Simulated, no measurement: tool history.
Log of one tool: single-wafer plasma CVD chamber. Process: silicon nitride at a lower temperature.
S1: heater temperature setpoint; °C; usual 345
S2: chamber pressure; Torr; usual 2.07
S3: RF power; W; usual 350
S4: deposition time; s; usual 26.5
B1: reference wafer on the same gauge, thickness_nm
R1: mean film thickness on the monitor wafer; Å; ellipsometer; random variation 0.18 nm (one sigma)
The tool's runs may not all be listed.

run   hour   S1    S2   S3    S4      B1      R1
  1      0  345  2.07  350  26.5  37.254  321.36
  2  105.4  345  2.07  350  26.5  37.244  322.57
  3  143.3  345  2.07  350  26.5    37.3  318.97
  4  219.6  345  2.07  350  26.5  37.291  320.46
  5  327.1  353  2.07  350  29.7  37.282  360.47
  6  380.3  345  2.07  350  26.5  37.239  320.75
     441.1  -- gauge calibrated
  7  441.3  339  2.07  350  26.5  37.338   321.5
     468.6  -- RF generator calibrated
  8  502.6  345  2.43  290  26.5   37.34  303.71
       570  -- thermocouple changed; heater temperature recalibrated
  9  582.5  345  2.07  350  26.5  37.224  333.72
 10  654.5  345  2.07  350  24.9  37.346  316.95
     700.3  -- capacitance manometer re-zeroed and calibrated
     746.7  -- showerhead replaced
 11  747.2  345  2.07  350  31.6  37.308  395.23
 12  799.9  345  2.07  310  26.5  37.284     304
 13  893.8  345  1.72  405  26.5   37.37     352
 14  943.2  345  2.07  350  26.5  37.236  329.77

Forecast each of these 3 alternatives for the next run:
  A  943.6  350  2.07  350  26.5   ?   ?
  B  943.6  359  2.28  285  28.5   ?   ?
  C  943.6  338  1.88  420  31.5   ?   ?

run      B1      R1
  A  37.226  326.25
  B  37.226  306.19
  C  37.226  432.59
Without the tool's hidden state the same runs would have given:
run      R1
  A  340.04
  B  320.29
  C  449.62
